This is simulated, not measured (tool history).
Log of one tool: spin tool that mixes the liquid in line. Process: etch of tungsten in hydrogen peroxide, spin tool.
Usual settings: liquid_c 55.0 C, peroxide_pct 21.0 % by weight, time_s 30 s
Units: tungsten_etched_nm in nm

run,hour,liquid_c,peroxide_pct,time_s,wafers since the last listed run,hours since the thermometer was replaced,hours since the peroxide flow meter was replaced,hours since the heated supply line was repaired,hours since the drum of peroxide was connected,hours since the gauge calibration,"read-back film thickness of the tungsten reference wafer, read on the same gauge (nm)",tungsten_etched_nm
1,0.0,55.0,21.0,30,0,1177.9,504.4,1029.3,517.3,419.2,39.95,61.97
2,42.3,55.0,21.0,30,396,1220.2,546.7,1071.6,559.6,461.5,40.02,62.37
3,80.1,55.0,21.0,30,354,1258.0,584.5,1109.4,597.4,499.3,40.03,61.92
4,124.2,55.0,16.0,15,413,1302.1,628.6,1153.5,641.5,543.4,40.01,27.26
5,171.7,55.0,21.0,20,445,1349.6,676.1,1201.0,689.0,590.9,40.01,41.41
6,214.7,55.0,21.0,30,403,1392.6,719.1,1244.0,732.0,633.9,39.99,61.40
# hour 284.7: peroxide flow meter replaced
# hour 322.5: thermometer replaced
7,410.1,55.0,21.0,30,1814,87.6,125.4,1439.4,927.4,829.3,40.01,66.56
# hour 461.6: heated supply line repaired
8,466.5,55.0,21.0,30,519,144.0,181.8,4.9,983.8,885.7,39.99,64.40
9,509.3,58.0,21.0,30,401,186.8,224.6,47.7,1026.6,928.5,39.98,76.55
10,564.7,49.5,21.0,30,519,242.2,280.0,103.1,1082.0,983.9,40.00,46.88
11,621.6,55.0,21.0,30,533,299.1,336.9,160.0,1138.9,1040.8,40.03,63.60
12,646.4,60.0,26.5,50,232,323.9,361.7,184.8,1163.7,1065.6,40.02,156.73
# hour 699.6: gauge calibrated
13,713.4,55.0,21.0,30,628,390.9,428.7,251.8,1230.7,13.8,40.01,63.19
# hour 733.2: new drum of peroxide connected
14,764.5,48.0,24.5,15,470,442.0,479.8,302.9,31.3,64.9,39.98,23.26
15,800.7,49.5,21.0,40,339,478.2,516.0,339.1,67.5,101.1,40.00,64.09
16,872.5,55.0,15.5,20,673,550.0,587.8,410.9,139.3,172.9,40.00,37.64
17,921.5,46.5,21.0,30,459,599.0,636.8,459.9,188.3,221.9,40.01,38.81
18,962.1,46.5,26.0,20,380,639.6,677.4,500.5,228.9,262.5,39.98,28.49
# hour 1002.9: peroxide flow meter replaced
19,1021.8,55.0,21.0,30,550,699.3,18.9,560.2,288.6,322.2,39.96,64.94
20,1055.0,55.0,21.0,30,311,732.5,52.1,593.4,321.8,355.4,40.00,63.55
21,1080.6,52.0,17.0,20,240,758.1,77.7,619.0,347.4,381.0,39.98,32.64
22,1113.5,62.5,21.0,30,308,791.0,110.6,651.9,380.3,413.9,39.97,98.88
23,1179.5,55.0,21.0,30,619,857.0,176.6,717.9,446.3,479.9,40.04,63.10
24,1232.1,63.5,21.0,45,493,909.6,229.2,770.5,498.9,532.5,40.00,154.25
25,1302.3,63.5,16.5,20,658,979.8,299.4,840.7,569.1,602.7,40.03,61.77

5 ways to go on from here, each from the tool as it stands after run 25. What would each give?
A,1302.7,55.0,16.0,30,3,980.2,299.8,841.1,569.5,603.1,?,?
B,1302.7,59.0,21.0,30,3,980.2,299.8,841.1,569.5,603.1,?,?
C,1302.7,55.0,21.0,15,3,980.2,299.8,841.1,569.5,603.1,?,?
D,1302.7,63.5,19.0,20,3,980.2,299.8,841.1,569.5,603.1,?,?
E,1302.7,55.0,24.5,30,3,980.2,299.8,841.1,569.5,603.1,?,?

run,"read-back film thickness of the tungsten reference wafer, read on the same gauge (nm)",tungsten_etched_nm
A,39.93,54.83
B,39.93,79.50
C,39.93,31.41
D,39.93,65.26
E,39.93,67.85
Without the tool's hidden state the same runs would have given:
run,tungsten_etched_nm
A,59.05
B,85.51
C,33.83
D,70.10
E,73.07
